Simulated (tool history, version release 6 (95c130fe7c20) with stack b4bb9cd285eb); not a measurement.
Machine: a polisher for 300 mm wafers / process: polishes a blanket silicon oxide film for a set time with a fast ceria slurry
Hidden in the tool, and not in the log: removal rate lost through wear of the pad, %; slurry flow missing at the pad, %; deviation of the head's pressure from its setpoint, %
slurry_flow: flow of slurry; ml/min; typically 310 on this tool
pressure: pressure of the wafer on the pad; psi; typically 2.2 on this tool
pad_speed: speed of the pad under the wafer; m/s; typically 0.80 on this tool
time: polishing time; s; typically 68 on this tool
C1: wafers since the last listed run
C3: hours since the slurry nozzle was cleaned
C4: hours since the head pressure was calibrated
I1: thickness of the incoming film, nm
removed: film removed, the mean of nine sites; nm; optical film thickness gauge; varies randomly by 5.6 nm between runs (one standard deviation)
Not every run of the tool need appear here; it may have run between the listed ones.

{"run": 1, "hour": 0.0, "slurry_flow": 310, "pressure": 2.2, "pad_speed": 0.8, "time": 68, "C1": 0, "wafers polished on this pad": 1982, "C3": 304.4, "C4": 103.9, "I1": 3338.0, "removed": 718.4}
{"run": 2, "hour": 30.3, "slurry_flow": 310, "pressure": 2.0, "pad_speed": 0.8, "time": 68, "C1": 282, "wafers polished on this pad": 2264, "C3": 334.7, "C4": 134.2, "I1": 3368.0, "removed": 641.5}
{"run": 3, "hour": 92.3, "slurry_flow": 310, "pressure": 2.0, "pad_speed": 0.8, "time": 68, "C1": 578, "wafers polished on this pad": 2843, "C3": 396.7, "C4": 196.2, "I1": 3343.7, "removed": 635.2}
{"hour": 122.7, "done": "slurry nozzle cleaned"}
{"run": 4, "hour": 149.9, "slurry_flow": 310, "pressure": 2.2, "pad_speed": 0.8, "time": 68, "C1": 528, "wafers polished on this pad": 3371, "C3": 27.2, "C4": 253.8, "I1": 3290.2, "removed": 682.0}
{"run": 5, "hour": 179.7, "slurry_flow": 310, "pressure": 2.2, "pad_speed": 0.8, "time": 68, "C1": 278, "wafers polished on this pad": 3649, "C3": 57.0, "C4": 283.6, "I1": 3341.6, "removed": 679.7}
{"hour": 211.5, "done": "worn pad replaced by a new one"}
{"run": 6, "hour": 233.3, "slurry_flow": 385, "pressure": 2.2, "pad_speed": 0.8, "time": 68, "C1": 462, "wafers polished on this pad": 203, "C3": 110.6, "C4": 337.2, "I1": 3381.6, "removed": 721.0}
{"hour": 255.8, "done": "head pressure recalibrated"}
{"run": 7, "hour": 278.4, "slurry_flow": 385, "pressure": 2.2, "pad_speed": 0.8, "time": 68, "C1": 402, "wafers polished on this pad": 605, "C3": 155.7, "C4": 22.6, "I1": 3320.0, "removed": 751.1}
{"run": 8, "hour": 308.5, "slurry_flow": 385, "pressure": 2.2, "pad_speed": 0.8, "time": 68, "C1": 280, "wafers polished on this pad": 886, "C3": 185.8, "C4": 52.7, "I1": 3346.8, "removed": 739.5}
{"run": 9, "hour": 346.0, "slurry_flow": 310, "pressure": 2.5, "pad_speed": 0.8, "time": 68, "C1": 349, "wafers polished on this pad": 1236, "C3": 223.3, "C4": 90.2, "I1": 3403.0, "removed": 804.7}
{"run": 10, "hour": 374.3, "slurry_flow": 360, "pressure": 2.2, "pad_speed": 0.8, "time": 51, "C1": 264, "wafers polished on this pad": 1500, "C3": 251.6, "C4": 118.5, "I1": 3375.2, "removed": 532.4}
{"run": 11, "hour": 433.1, "slurry_flow": 360, "pressure": 2.2, "pad_speed": 0.8, "time": 51, "C1": 548, "wafers polished on this pad": 2049, "C3": 310.4, "C4": 177.3, "I1": 3318.0, "removed": 526.1}
{"hour": 444.4, "done": "slurry nozzle cleaned"}
{"run": 12, "hour": 476.5, "slurry_flow": 380, "pressure": 2.2, "pad_speed": 0.7, "time": 68, "C1": 395, "wafers polished on this pad": 2445, "C3": 32.1, "C4": 220.7, "I1": 3361.0, "removed": 618.2}
{"run": 13, "hour": 506.4, "slurry_flow": 380, "pressure": 2.2, "pad_speed": 0.7, "time": 68, "C1": 278, "wafers polished on this pad": 2724, "C3": 62.0, "C4": 250.6, "I1": 3361.6, "removed": 617.7}
{"run": 14, "hour": 537.5, "slurry_flow": 275, "pressure": 2.2, "pad_speed": 0.88, "time": 68, "C1": 290, "wafers polished on this pad": 3014, "C3": 93.1, "C4": 281.7, "I1": 3313.4, "removed": 715.4}
{"run": 15, "hour": 583.7, "slurry_flow": 275, "pressure": 2.2, "pad_speed": 0.88, "time": 68, "C1": 431, "wafers polished on this pad": 3445, "C3": 139.3, "C4": 327.9, "I1": 3348.6, "removed": 700.5}
{"run": 16, "hour": 628.8, "slurry_flow": 275, "pressure": 2.2, "pad_speed": 0.88, "time": 68, "C1": 420, "wafers polished on this pad": 3866, "C3": 184.4, "C4": 373.0, "I1": 3382.2, "removed": 692.2}
{"hour": 638.6, "done": "worn pad replaced by a new one"}
{"hour": 655.8, "done": "head pressure recalibrated"}
{"run": 17, "hour": 682.9, "slurry_flow": 310, "pressure": 2.2, "pad_speed": 0.72, "time": 77, "C1": 448, "wafers polished on this pad": 394, "C3": 238.5, "C4": 27.1, "I1": 3372.4, "removed": 775.5}
{"run": 18, "hour": 752.0, "slurry_flow": 370, "pressure": 1.6, "pad_speed": 0.8, "time": 76, "C1": 644, "wafers polished on this pad": 1039, "C3": 307.6, "C4": 96.2, "I1": 3407.5, "removed": 597.0}
{"run": 19, "hour": 814.4, "slurry_flow": 200, "pressure": 2.2, "pad_speed": 0.8, "time": 68, "C1": 582, "wafers polished on this pad": 1621, "C3": 370.0, "C4": 158.6, "I1": 3312.5, "removed": 670.0}
{"run": 20, "hour": 854.0, "slurry_flow": 380, "pressure": 2.2, "pad_speed": 0.7, "time": 68, "C1": 369, "wafers polished on this pad": 1990, "C3": 409.6, "C4": 198.2, "I1": 3340.3, "removed": 636.5}
{"hour": 857.6, "done": "slurry nozzle cleaned"}
{"run": 21, "hour": 899.7, "slurry_flow": 310, "pressure": 2.7, "pad_speed": 1.06, "time": 80, "C1": 417, "wafers polished on this pad": 2408, "C3": 42.1, "C4": 243.9, "I1": 3301.6, "removed": 1228.6}
{"run": 22, "hour": 959.5, "slurry_flow": 270, "pressure": 2.2, "pad_speed": 1.02, "time": 86, "C1": 557, "wafers polished on this pad": 2966, "C3": 101.9, "C4": 303.7, "I1": 3375.0, "removed": 1020.9}
{"hour": 978.3, "done": "worn pad replaced by a new one"}
{"hour": 988.7, "done": "head pressure recalibrated"}
{"run": 23, "hour": 989.2, "slurry_flow": 265, "pressure": 1.7, "pad_speed": 0.8, "time": 54, "C1": 221, "wafers polished on this pad": 83, "C3": 131.6, "C4": 0.5, "I1": 3342.6, "removed": 458.2}
{"run": 24, "hour": 1016.2, "slurry_flow": 310, "pressure": 2.2, "pad_speed": 0.64, "time": 68, "C1": 251, "wafers polished on this pad": 335, "C3": 158.6, "C4": 27.5, "I1": 3406.1, "removed": 627.6}
{"run": 25, "hour": 1053.5, "slurry_flow": 310, "pressure": 2.2, "pad_speed": 0.8, "time": 60, "C1": 348, "wafers polished on this pad": 683, "C3": 195.9, "C4": 64.8, "I1": 3345.5, "removed": 647.3}
{"hour": 1185.6, "done": "slurry nozzle cleaned"}
{"run": 26, "hour": 1225.6, "slurry_flow": 310, "pressure": 2.2, "pad_speed": 0.68, "time": 68, "C1": 1596, "wafers polished on this pad": 2280, "C3": 40.0, "C4": 236.9, "I1": 3357.8, "removed": 611.4}
{"run": 27, "hour": 1276.4, "slurry_flow": 360, "pressure": 2.2, "pad_speed": 0.8, "time": 68, "C1": 474, "wafers polished on this pad": 2754, "C3": 90.8, "C4": 287.7, "I1": 3353.9, "removed": 691.0}
{"hour": 1315.2, "done": "worn pad replaced by a new one"}
{"run": 28, "hour": 1319.7, "slurry_flow": 225, "pressure": 2.5, "pad_speed": 0.64, "time": 85, "C1": 366, "wafers polished on this pad": 42, "C3": 134.1, "C4": 331.0, "I1": 3430.7, "removed": 813.3}
{"run": 29, "hour": 1361.3, "slurry_flow": 310, "pressure": 2.9, "pad_speed": 0.8, "time": 68, "C1": 388, "wafers polished on this pad": 430, "C3": 175.7, "C4": 372.6, "I1": 3340.9, "removed": 915.0}
{"hour": 1365.1, "done": "head pressure recalibrated"}
{"run": 30, "hour": 1426.9, "slurry_flow": 310, "pressure": 1.9, "pad_speed": 0.8, "time": 68, "C1": 593, "wafers polished on this pad": 1024, "C3": 241.3, "C4": 61.8, "I1": 3350.8, "removed": 642.8}
{"run": 31, "hour": 1496.0, "slurry_flow": 380, "pressure": 2.2, "pad_speed": 0.7, "time": 68, "C1": 644, "wafers polished on this pad": 1668, "C3": 310.4, "C4": 130.9, "I1": 3371.6, "removed": 653.7}
{"hour": 1508.4, "done": "slurry nozzle cleaned"}
{"run": 32, "hour": 1555.8, "slurry_flow": 310, "pressure": 2.2, "pad_speed": 0.8, "time": 53, "C1": 548, "wafers polished on this pad": 2217, "C3": 47.4, "C4": 190.7, "I1": 3358.5, "removed": 543.5}
{"run": 33, "hour": 1624.6, "slurry_flow": 310, "pressure": 2.2, "pad_speed": 0.68, "time": 68, "C1": 641, "wafers polished on this pad": 2859, "C3": 116.2, "C4": 259.5, "I1": 3369.8, "removed": 606.7}
{"run": 34, "hour": 1693.6, "slurry_flow": 365, "pressure": 1.9, "pad_speed": 0.8, "time": 68, "C1": 643, "wafers polished on this pad": 3503, "C3": 185.2, "C4": 328.5, "I1": 3310.3, "removed": 590.6}
{"hour": 1702.0, "done": "worn pad replaced by a new one"}
{"hour": 1730.6, "done": "head pressure recalibrated"}
{"run": 35, "hour": 1747.0, "slurry_flow": 380, "pressure": 2.2, "pad_speed": 0.7, "time": 68, "C1": 442, "wafers polished on this pad": 401, "C3": 238.6, "C4": 16.4, "I1": 3344.7, "removed": 685.0}

Branching from run 35: 5 alternative next runs. What would each branch give?
{"run": "A", "hour": 1747.4, "slurry_flow": 345, "pressure": 2.2, "pad_speed": 0.8, "time": 68, "C1": 3, "wafers polished on this pad": 404, "C3": 239.0, "C4": 16.8, "I1": 3343.7, "removed": "?"}
{"run": "B", "hour": 1747.4, "slurry_flow": 310, "pressure": 1.5, "pad_speed": 0.8, "time": 47, "C1": 3, "wafers polished on this pad": 404, "C3": 239.0, "C4": 16.8, "I1": 3343.7, "removed": "?"}
{"run": "C", "hour": 1747.4, "slurry_flow": 415, "pressure": 2.2, "pad_speed": 0.8, "time": 47, "C1": 3, "wafers polished on this pad": 404, "C3": 239.0, "C4": 16.8, "I1": 3343.7, "removed": "?"}
{"run": "D", "hour": 1747.4, "slurry_flow": 215, "pressure": 1.9, "pad_speed": 0.66, "time": 68, "C1": 3, "wafers polished on this pad": 404, "C3": 239.0, "C4": 16.8, "I1": 3343.7, "removed": "?"}
{"run": "E", "hour": 1747.4, "slurry_flow": 405, "pressure": 2.2, "pad_speed": 0.8, "time": 68, "C1": 3, "wafers polished on this pad": 404, "C3": 239.0, "C4": 16.8, "I1": 3343.7, "removed": "?"}

run=A removed=750.2
run=B removed=357.7
run=C removed=525.9
run=D removed=536.1
run=E removed=759.6
Without the tool's hidden state the same runs would have given:
run=A removed=768.1
run=B removed=366.2
run=C removed=538.5
run=D removed=548.9
run=E removed=777.7
